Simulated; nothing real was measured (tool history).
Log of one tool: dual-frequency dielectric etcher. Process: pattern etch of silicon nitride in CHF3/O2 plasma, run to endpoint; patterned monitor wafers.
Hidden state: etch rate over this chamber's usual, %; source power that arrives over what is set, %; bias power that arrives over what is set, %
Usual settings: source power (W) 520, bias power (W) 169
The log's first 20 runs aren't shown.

run	day	source power (W)	bias power (W)	wafers since the last listed run	hours since the last wet clean	hours since the last source power generator calibration	hours since the last bias power generator calibration	hours since the last upper electrode change	incoming incoming film thickness, nm	endpoint time (s)
# day 80.708: source power generator calibrated
21	83.908	650	130	1452	419.7	76.8	2434.6	1120.6	52.7	39.3
22	85.762	640	169	352	464.2	121.3	2479.1	1165.1	52.8	34.3
# day 86.154: bias power generator calibrated
# day 87.254: wet clean of the chamber
23	89.196	580	169	431	46.6	203.7	73	1247.5	52.4	34.1
24	91.421	410	133	423	100	257.1	126.4	1300.9	53.1	44.8
25	93.479	640	190	391	149.4	306.5	175.8	1350.3	53.3	31.7
26	96.679	520	152	608	226.2	383.3	252.6	1427.1	52.7	38.2
27	105.604	520	169	1697	440.4	597.5	466.8	1641.3	52.9	37
28	108.421	520	198	535	508	665.1	534.4	1708.9	53.1	34.2
# day 112.821: wet clean of the chamber
29	112.842	650	153	650	0.5	771.2	640.5	1815	52.8	34.5
30	115.396	450	146	485	61.8	832.5	701.8	1876.3	52.9	40.5
31	117.346	450	209	370	108.6	879.3	748.6	1923.1	53.6	34
32	120.758	550	180	649	190.5	961.2	830.5	2005	52.5	33.6

5 ways to go on from here, each from the tool as it stands after run 32. What would each give?
A	120.775	520	169	3	190.9	961.6	830.9	2005.4	53	?
B	120.775	520	139	3	190.9	961.6	830.9	2005.4	53	?
C	120.775	420	169	3	190.9	961.6	830.9	2005.4	53	?
D	120.775	650	169	3	190.9	961.6	830.9	2005.4	53	?
E	120.775	470	204	3	190.9	961.6	830.9	2005.4	53	?

run	endpoint time (s)
A	35.9
B	39.9
C	38.7
D	33.2
E	33.8
Without the tool's hidden state the same runs would have given:
run	endpoint time (s)
A	35.4
B	39.3
C	38.2
D	32.7
E	33.3
